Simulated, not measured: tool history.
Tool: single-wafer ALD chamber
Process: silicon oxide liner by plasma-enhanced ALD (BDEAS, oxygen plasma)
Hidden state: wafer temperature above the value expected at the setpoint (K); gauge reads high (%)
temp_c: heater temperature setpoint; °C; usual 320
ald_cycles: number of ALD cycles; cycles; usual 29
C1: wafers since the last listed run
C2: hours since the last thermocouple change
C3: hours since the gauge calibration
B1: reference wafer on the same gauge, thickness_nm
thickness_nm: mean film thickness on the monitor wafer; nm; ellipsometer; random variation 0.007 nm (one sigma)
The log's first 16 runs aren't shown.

run 17 hour=709.0 | temp_c=320 ald_cycles=29 | C1=465 C2=759.0 C3=80.3 | B1=2.668 | thickness_nm=2.816
run 18 hour=768.0 | temp_c=320 ald_cycles=29 | C1=556 C2=818.0 C3=139.3 | B1=2.672 | thickness_nm=2.810
run 19 hour=823.8 | temp_c=325 ald_cycles=33 | C1=526 C2=873.8 C3=195.1 | B1=2.672 | thickness_nm=3.173
run 20 hour=867.2 | temp_c=320 ald_cycles=29 | C1=409 C2=917.2 C3=238.5 | B1=2.670 | thickness_nm=2.812
run 21 hour=924.2 | temp_c=311 ald_cycles=29 | C1=537 C2=974.2 C3=295.5 | B1=2.671 | thickness_nm=2.847
run 22 hour=953.9 | temp_c=328 ald_cycles=26 | C1=280 C2=1003.9 C3=325.2 | B1=2.670 | thickness_nm=2.486
run 23 hour=1086.5 | temp_c=330 ald_cycles=26 | C1=1250 C2=1136.5 C3=457.8 | B1=2.668 | thickness_nm=2.485
run 24 hour=1132.8 | temp_c=324 ald_cycles=32 | C1=436 C2=1182.8 C3=504.1 | B1=2.671 | thickness_nm=3.074
run 25 hour=1182.1 | temp_c=306 ald_cycles=25 | C1=465 C2=1232.1 C3=553.4 | B1=2.671 | thickness_nm=2.461

Run 26 comes next. What will it give?
run 26 hour=1217.3 | temp_c=328 ald_cycles=29 | C1=332 C2=1267.3 C3=588.6 | B1=? | thickness_nm=?

Run 26 gave B1 2.670, thickness_nm 2.771 nm.
Without the tool's hidden state the same run would have given thickness_nm 2.771 nm.

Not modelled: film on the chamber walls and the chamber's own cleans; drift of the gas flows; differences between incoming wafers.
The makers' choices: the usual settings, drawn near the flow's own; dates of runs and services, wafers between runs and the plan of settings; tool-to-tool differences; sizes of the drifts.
